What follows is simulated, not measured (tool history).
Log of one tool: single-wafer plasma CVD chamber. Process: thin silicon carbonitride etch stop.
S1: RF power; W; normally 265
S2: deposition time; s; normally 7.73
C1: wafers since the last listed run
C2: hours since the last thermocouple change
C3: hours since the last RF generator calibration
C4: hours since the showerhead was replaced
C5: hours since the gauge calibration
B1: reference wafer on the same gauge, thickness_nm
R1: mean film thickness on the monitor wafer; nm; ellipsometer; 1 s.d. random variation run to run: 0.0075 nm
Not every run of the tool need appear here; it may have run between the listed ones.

run 1 hour=0.0 | S1=265 S2=7.73 | C1=0 C2=1918.8 C3=2455.7 C4=7498.7 C5=161.2 | B1=5.222 | R1=4.998
run 2 hour=6.5 | S1=265 S2=7.73 | C1=253 C2=1925.3 C3=2462.2 C4=7505.2 C5=167.7 | B1=5.222 | R1=4.993
run 3 hour=23.7 | S1=265 S2=7.73 | C1=670 C2=1942.5 C3=2479.4 C4=7522.4 C5=184.9 | B1=5.218 | R1=4.994
run 4 hour=31.0 | S1=265 S2=7.73 | C1=284 C2=1949.8 C3=2486.7 C4=7529.7 C5=192.2 | B1=5.215 | R1=4.993
run 5 hour=39.9 | S1=265 S2=7.73 | C1=347 C2=1958.7 C3=2495.6 C4=7538.6 C5=201.1 | B1=5.214 | R1=4.970
run 6 hour=52.4 | S1=245 S2=7.73 | C1=487 C2=1971.2 C3=2508.1 C4=7551.1 C5=213.6 | B1=5.208 | R1=4.901
run 7 hour=69.3 | S1=245 S2=7.73 | C1=659 C2=1988.1 C3=2525.0 C4=7568.0 C5=230.5 | B1=5.203 | R1=4.912
run 8 hour=81.9 | S1=265 S2=7.73 | C1=491 C2=2000.7 C3=2537.6 C4=7580.6 C5=243.1 | B1=5.199 | R1=4.995
run 9 hour=95.0 | S1=265 S2=7.73 | C1=511 C2=2013.8 C3=2550.7 C4=7593.7 C5=256.2 | B1=5.196 | R1=4.973
run 10 hour=102.9 | S1=265 S2=7.73 | C1=308 C2=2021.7 C3=2558.6 C4=7601.6 C5=264.1 | B1=5.194 | R1=4.965
-- hour=113.6 showerhead replaced
run 11 hour=119.1 | S1=265 S2=7.73 | C1=319 C2=2037.9 C3=2574.8 C4=5.5 C5=280.3 | B1=5.187 | R1=4.962
-- hour=124.8 gauge calibrated
run 12 hour=160.9 | S1=265 S2=7.73 | C1=1630 C2=2079.7 C3=2616.6 C4=47.3 C5=36.1 | B1=5.244 | R1=5.038
run 13 hour=172.6 | S1=265 S2=7.73 | C1=456 C2=2091.4 C3=2628.3 C4=59.0 C5=47.8 | B1=5.241 | R1=5.012
run 14 hour=179.6 | S1=265 S2=7.73 | C1=273 C2=2098.4 C3=2635.3 C4=66.0 C5=54.8 | B1=5.244 | R1=5.029
-- hour=190.3 RF generator calibrated
run 15 hour=190.8 | S1=250 S2=7.34 | C1=124 C2=2109.6 C3=0.5 C4=77.2 C5=66.0 | B1=5.243 | R1=4.706
run 16 hour=205.0 | S1=290 S2=7.02 | C1=553 C2=2123.8 C3=14.7 C4=91.4 C5=80.2 | B1=5.242 | R1=4.631
-- hour=237.1 thermocouple changed; heater temperature recalibrated
run 17 hour=237.6 | S1=285 S2=8.34 | C1=959 C2=0.5 C3=47.3 C4=124.0 C5=112.8 | B1=5.237 | R1=5.484
run 18 hour=242.1 | S1=285 S2=7.73 | C1=175 C2=5.0 C3=51.8 C4=128.5 C5=117.3 | B1=5.237 | R1=5.085
run 19 hour=257.6 | S1=265 S2=7.73 | C1=604 C2=20.5 C3=67.3 C4=144.0 C5=132.8 | B1=5.235 | R1=5.009
run 20 hour=271.4 | S1=310 S2=7.22 | C1=538 C2=34.3 C3=81.1 C4=157.8 C5=146.6 | B1=5.228 | R1=4.839
run 21 hour=286.7 | S1=265 S2=7.73 | C1=596 C2=49.6 C3=96.4 C4=173.1 C5=161.9 | B1=5.228 | R1=5.001
run 22 hour=297.7 | S1=265 S2=7.73 | C1=429 C2=60.6 C3=107.4 C4=184.1 C5=172.9 | B1=5.223 | R1=4.997
run 23 hour=306.9 | S1=285 S2=9.21 | C1=358 C2=69.8 C3=116.6 C4=193.3 C5=182.1 | B1=5.221 | R1=6.046
run 24 hour=318.2 | S1=315 S2=7.73 | C1=440 C2=81.1 C3=127.9 C4=204.6 C5=193.4 | B1=5.219 | R1=5.174
run 25 hour=334.1 | S1=265 S2=7.73 | C1=620 C2=97.0 C3=143.8 C4=220.5 C5=209.3 | B1=5.212 | R1=4.997
run 26 hour=345.8 | S1=210 S2=8.56 | C1=456 C2=108.7 C3=155.5 C4=232.2 C5=221.0 | B1=5.214 | R1=5.275
run 27 hour=358.5 | S1=310 S2=8.95 | C1=495 C2=121.4 C3=168.2 C4=244.9 C5=233.7 | B1=5.210 | R1=5.962
run 28 hour=368.7 | S1=250 S2=9.15 | C1=397 C2=131.6 C3=178.4 C4=255.1 C5=243.9 | B1=5.204 | R1=5.819

Branching from run 28: 5 alternative next runs. What would each branch give?
run A hour=369.1 | S1=265 S2=7.73 | C1=15 C2=132.0 C3=178.8 C4=255.5 C5=244.3 | B1=? | R1=?
run B hour=369.1 | S1=295 S2=8.52 | C1=15 C2=132.0 C3=178.8 C4=255.5 C5=244.3 | B1=? | R1=?
run C hour=369.1 | S1=290 S2=7.73 | C1=15 C2=132.0 C3=178.8 C4=255.5 C5=244.3 | B1=? | R1=?
run D hour=369.1 | S1=315 S2=6.95 | C1=15 C2=132.0 C3=178.8 C4=255.5 C5=244.3 | B1=? | R1=?
run E hour=369.1 | S1=300 S2=8.49 | C1=15 C2=132.0 C3=178.8 C4=255.5 C5=244.3 | B1=? | R1=?

run=A B1=5.200 R1=4.987
run=B B1=5.200 R1=5.620
run=C B1=5.200 R1=5.080
run=D B1=5.200 R1=4.649
run=E B1=5.200 R1=5.620
With no hidden state in the tool, these same runs would have given:
run=A R1=5.021
run=B R1=5.659
run=C R1=5.116
run=D R1=4.681
run=E R1=5.659

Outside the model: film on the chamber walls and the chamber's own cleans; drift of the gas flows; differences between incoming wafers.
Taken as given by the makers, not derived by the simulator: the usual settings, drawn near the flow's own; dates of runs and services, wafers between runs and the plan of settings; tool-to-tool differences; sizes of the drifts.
